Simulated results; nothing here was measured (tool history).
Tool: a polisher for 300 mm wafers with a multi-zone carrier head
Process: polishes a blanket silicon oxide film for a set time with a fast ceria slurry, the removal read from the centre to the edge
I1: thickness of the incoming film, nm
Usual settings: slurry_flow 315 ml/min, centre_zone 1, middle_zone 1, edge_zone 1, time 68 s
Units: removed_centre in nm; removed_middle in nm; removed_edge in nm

run 1 day=0 | slurry_flow=315 centre_zone=1.07 middle_zone=1 edge_zone=1 time=68 | I1=3483 | removed_centre=1333.5 removed_middle=1255.3 removed_edge=1274.7
run 2 day=1.471 | slurry_flow=315 centre_zone=1.07 middle_zone=1 edge_zone=1 time=68 | I1=3407.2 | removed_centre=1378 removed_middle=1255.2 removed_edge=1267.5
run 3 day=6.25 | slurry_flow=315 centre_zone=1.08 middle_zone=1 edge_zone=1.07 time=68 | I1=3440.3 | removed_centre=1294.8 removed_middle=1160.5 removed_edge=1228.5
run 4 day=7.779 | slurry_flow=315 centre_zone=1.08 middle_zone=1 edge_zone=1.07 time=68 | I1=3487.1 | removed_centre=1230.4 removed_middle=1118.8 removed_edge=1205.3
-- day=8.2 worn pad replaced by a new one
run 5 day=9.008 | slurry_flow=315 centre_zone=1.08 middle_zone=1 edge_zone=1.07 time=68 | I1=3455.5 | removed_centre=1385 removed_middle=1231.4 removed_edge=1344.3
-- day=9.512 centre zone pressure recalibrated
run 6 day=11.975 | slurry_flow=315 centre_zone=1 middle_zone=1 edge_zone=1 time=68 | I1=3467.2 | removed_centre=1269.6 removed_middle=1211.1 removed_edge=1244.8
-- day=13.412 edge zone pressure recalibrated
run 7 day=14.15 | slurry_flow=315 centre_zone=1 middle_zone=1 edge_zone=1 time=68 | I1=3514.8 | removed_centre=1247.7 removed_middle=1214.6 removed_edge=1259.5
run 8 day=16.079 | slurry_flow=315 centre_zone=1 middle_zone=1 edge_zone=1 time=68 | I1=3447.7 | removed_centre=1237.7 removed_middle=1190.3 removed_edge=1220.1
run 9 day=17.146 | slurry_flow=315 centre_zone=1 middle_zone=1 edge_zone=1.1 time=68 | I1=3479.2 | removed_centre=1166.8 removed_middle=1158.3 removed_edge=1252.4
-- day=18.812 worn pad replaced by a new one
run 10 day=19.646 | slurry_flow=260 centre_zone=1 middle_zone=1 edge_zone=1 time=68 | I1=3479.2 | removed_centre=1251.9 removed_middle=1196 removed_edge=1264
-- day=21.312 slurry nozzle cleaned
run 11 day=21.896 | slurry_flow=315 centre_zone=1.1 middle_zone=1.03 edge_zone=1.12 time=68 | I1=3517.7 | removed_centre=1359.4 removed_middle=1275.4 removed_edge=1309.3
-- day=22.429 carrier head's membrane replaced by a new one
run 12 day=24.833 | slurry_flow=315 centre_zone=1 middle_zone=1 edge_zone=1.08 time=86 | I1=3510.5 | removed_centre=1543.5 removed_middle=1515.3 removed_edge=1593.9
run 13 day=27.129 | slurry_flow=315 centre_zone=1 middle_zone=0.94 edge_zone=1 time=47 | I1=3448.7 | removed_centre=827.9 removed_middle=757.8 removed_edge=826.9
run 14 day=28.288 | slurry_flow=315 centre_zone=1 middle_zone=1 edge_zone=1 time=68 | I1=3490 | removed_centre=1171.1 removed_middle=1130.1 removed_edge=1144.5
-- day=28.617 worn pad replaced by a new one
run 15 day=30.233 | slurry_flow=315 centre_zone=1.06 middle_zone=1 edge_zone=1 time=68 | I1=3480.7 | removed_centre=1319.5 removed_middle=1243.3 removed_edge=1267.4
run 16 day=33.054 | slurry_flow=315 centre_zone=0.89 middle_zone=1.1 edge_zone=1.08 time=68 | I1=3471.6 | removed_centre=1105.4 removed_middle=1278.9 removed_edge=1273.2
run 17 day=34.35 | slurry_flow=315 centre_zone=1 middle_zone=1 edge_zone=1 time=68 | I1=3401.5 | removed_centre=1224.9 removed_middle=1164.7 removed_edge=1219.4
run 18 day=36.554 | slurry_flow=315 centre_zone=0.95 middle_zone=1.11 edge_zone=0.89 time=68 | I1=3531.9 | removed_centre=1128.2 removed_middle=1257.6 removed_edge=1140.5
run 19 day=37.808 | slurry_flow=315 centre_zone=1 middle_zone=1 edge_zone=1 time=68 | I1=3476 | removed_centre=1168.9 removed_middle=1127.5 removed_edge=1189.3

Forecast run 20:
-- day=38.688 worn pad replaced by a new one
run 20 day=39.692 | slurry_flow=385 centre_zone=0.88 middle_zone=1 edge_zone=1 time=89 | I1=3402.9 | removed_centre=? removed_middle=? removed_edge=?

removed_centre: 1503 nm
removed_middle: 1672.7 nm
removed_edge: 1708.2 nm
Without the tool's hidden state the same run would have given removed_centre 1505.5 nm, removed_middle 1675.5 nm, removed_edge 1711 nm.
